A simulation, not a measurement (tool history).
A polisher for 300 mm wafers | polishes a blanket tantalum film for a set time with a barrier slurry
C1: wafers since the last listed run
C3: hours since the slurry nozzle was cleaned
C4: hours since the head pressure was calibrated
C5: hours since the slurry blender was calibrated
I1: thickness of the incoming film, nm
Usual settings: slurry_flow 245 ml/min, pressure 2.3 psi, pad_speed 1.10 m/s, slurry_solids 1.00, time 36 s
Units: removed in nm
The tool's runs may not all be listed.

Run 1, day 0.000: usual settings; C1 0; wafers polished on this pad 2097; C3 219.0; C4 1153.7; C5 266.6; I1 218.2. Result: removed 64.0 nm.
At day 0.458: worn pad replaced by a new one.
At day 1.338: slurry blender recalibrated.
Run 2, day 1.358: usual settings; C1 312; wafers polished on this pad 230; C3 251.6; C4 1186.3; C5 0.5; I1 218.0. Result: removed 61.2 nm.
Run 3, day 2.338: usual settings but slurry_flow 200 ml/min; C1 276; wafers polished on this pad 506; C3 275.1; C4 1209.8; C5 24.0; I1 219.2. Result: removed 61.0 nm.
Run 4, day 3.100: usual settings but slurry_flow 200 ml/min; C1 215; wafers polished on this pad 721; C3 293.4; C4 1228.1; C5 42.3; I1 218.6. Result: removed 60.5 nm.
Run 5, day 4.092: usual settings but slurry_flow 200 ml/min; C1 279; wafers polished on this pad 1001; C3 317.2; C4 1251.9; C5 66.1; I1 220.8. Result: removed 60.0 nm.
Run 6, day 4.850: usual settings; C1 213; wafers polished on this pad 1214; C3 335.4; C4 1270.1; C5 84.3; I1 224.4. Result: removed 61.1 nm.
Run 7, day 5.817: usual settings; C1 272; wafers polished on this pad 1487; C3 358.6; C4 1293.3; C5 107.5; I1 221.5. Result: removed 60.7 nm.
Run 8, day 6.588: usual settings; C1 217; wafers polished on this pad 1705; C3 377.1; C4 1311.8; C5 126.0; I1 221.2. Result: removed 61.6 nm.
At day 7.612: worn pad replaced by a new one.
Run 9, day 7.875: usual settings but pressure 2.8 psi; C1 316; wafers polished on this pad 73; C3 408.0; C4 1342.7; C5 156.9; I1 223.6. Result: removed 72.4 nm.
Run 10, day 8.783: usual settings but pad_speed 1.32 m/s; C1 256; wafers polished on this pad 329; C3 429.8; C4 1364.5; C5 178.7; I1 220.3. Result: removed 72.2 nm.
Run 11, day 10.267: usual settings but pad_speed 1.32 m/s; C1 418; wafers polished on this pad 748; C3 465.4; C4 1400.1; C5 214.3; I1 220.1. Result: removed 73.7 nm.
Run 12, day 11.133: usual settings but pad_speed 0.88 m/s, time 46 s; C1 244; wafers polished on this pad 992; C3 486.2; C4 1420.9; C5 235.1; I1 221.8. Result: removed 61.7 nm.
Run 13, day 12.133: usual settings but slurry_flow 285 ml/min, pressure 2.6 psi, slurry_solids 1.10; C1 282; wafers polished on this pad 1274; C3 510.2; C4 1444.9; C5 259.1; I1 221.4. Result: removed 69.8 nm.
Run 14, day 13.258: usual settings; C1 317; wafers polished on this pad 1592; C3 537.2; C4 1471.9; C5 286.1; I1 219.3. Result: removed 59.2 nm.
At day 13.862: head pressure recalibrated.
Run 15, day 14.054: usual settings but pressure 3.0 psi, pad_speed 0.94 m/s; C1 200; wafers polished on this pad 1792; C3 556.3; C4 4.6; C5 305.2; I1 220.0. Result: removed 62.4 nm.
At day 14.212: slurry nozzle cleaned.
At day 14.958: slurry blender recalibrated.
Run 16, day 15.038: usual settings but slurry_solids 1.15; C1 242; wafers polished on this pad 2035; C3 19.8; C4 28.2; C5 1.9; I1 221.6. Result: removed 66.0 nm.
At day 16.346: worn pad replaced by a new one.
Run 17, day 16.367: usual settings; C1 327; wafers polished on this pad 6; C3 51.7; C4 60.1; C5 33.8; I1 220.5. Result: removed 62.7 nm.
Run 18, day 17.479: usual settings but slurry_flow 175 ml/min, pad_speed 1.32 m/s; C1 313; wafers polished on this pad 319; C3 78.4; C4 86.8; C5 60.5; I1 220.2. Result: removed 72.7 nm.
Run 19, day 18.742: usual settings; C1 356; wafers polished on this pad 676; C3 108.7; C4 117.1; C5 90.8; I1 224.4. Result: removed 62.7 nm.
Run 20, day 19.408: usual settings but slurry_flow 200 ml/min, pressure 1.6 psi, pad_speed 0.86 m/s, time 41 s; C1 188; wafers polished on this pad 864; C3 124.7; C4 133.1; C5 106.8; I1 217.3. Result: removed 41.2 nm.
Run 21, day 20.012: usual settings; C1 170; wafers polished on this pad 1034; C3 139.2; C4 147.6; C5 121.3; I1 220.0. Result: removed 62.0 nm.
Run 22, day 22.208: usual settings; C1 619; wafers polished on this pad 1653; C3 191.9; C4 200.3; C5 174.0; I1 224.4. Result: removed 61.8 nm.
Run 23, day 22.829: usual settings but pressure 2.1 psi, pad_speed 1.22 m/s, slurry_solids 0.75, time 30 s; C1 175; wafers polished on this pad 1829; C3 206.8; C4 215.2; C5 188.9; I1 222.8. Result: removed 49.6 nm.
At day 23.292: worn pad replaced by a new one.
Run 24, day 23.954: usual settings but slurry_solids 0.80; C1 270; wafers polished on this pad 187; C3 233.8; C4 242.2; C5 215.9; I1 216.9. Result: removed 58.3 nm.
Run 25, day 25.221: usual settings but slurry_flow 215 ml/min, slurry_solids 0.75, time 28 s; C1 357; wafers polished on this pad 544; C3 264.2; C4 272.6; C5 246.3; I1 221.9. Result: removed 43.5 nm.
Run 26, day 25.775: usual settings but slurry_flow 310 ml/min, pressure 2.5 psi, pad_speed 1.28 m/s; C1 156; wafers polished on this pad 700; C3 277.5; C4 285.9; C5 259.6; I1 221.4. Result: removed 79.1 nm.
At day 26.108: slurry blender recalibrated.
Run 27, day 29.862: usual settings but slurry_flow 225 ml/min, time 44 s; C1 1129; wafers polished on this pad 1830; C3 375.6; C4 384.0; C5 90.1; I1 217.4. Result: removed 72.6 nm.
Run 28, day 30.808: usual settings but slurry_flow 185 ml/min; C1 266; wafers polished on this pad 2097; C3 398.3; C4 406.7; C5 112.8; I1 221.5. Result: removed 58.8 nm.
Run 29, day 31.675: usual settings; C1 244; wafers polished on this pad 2341; C3 419.1; C4 427.5; C5 133.6; I1 222.8. Result: removed 61.2 nm.

Hidden state at the last listed run before each entry between runs and at the first one after, where it differs:
Between runs 1 and 2: worn pad replaced by a new one (day 0.458); slurry blender recalibrated (day 1.338)
  slurry flow missing at the pad, %: 10.8 -> 12.6
  measured less the result without the state, removed: -0.9 -> -1.1 nm
Between runs 8 and 9: worn pad replaced by a new one (day 7.612)
  slurry flow missing at the pad, %: 21.9 -> 24.8
  measured less the result without the state, removed: -2.0 -> -2.9 nm
Between runs 14 and 15: head pressure recalibrated (day 13.862)
  slurry flow missing at the pad, %: 39.2 -> 41.7
  measured less the result without the state, removed: -4.7 -> -5.6 nm
Between runs 15 and 16: slurry nozzle cleaned (day 14.212); slurry blender recalibrated (day 14.958)
  slurry flow missing at the pad, %: 41.7 -> 3.22
  measured less the result without the state, removed: -5.6 -> -0.3 nm
Between runs 16 and 17: worn pad replaced by a new one (day 16.346)
  slurry flow missing at the pad, %: 3.22 -> 3.49
  measured less the result without the state, removed: -0.3 -> -0.2 nm
Between runs 23 and 24: worn pad replaced by a new one (day 23.292)
  slurry flow missing at the pad, %: 8.22 -> 9.63
  measured less the result without the state, removed: -0.5 -> -0.7 nm
Between runs 26 and 27: slurry blender recalibrated (day 26.108)
  slurry flow missing at the pad, %: 12.3 -> 19.8
  measured less the result without the state, removed: -1.0 -> -2.4 nm
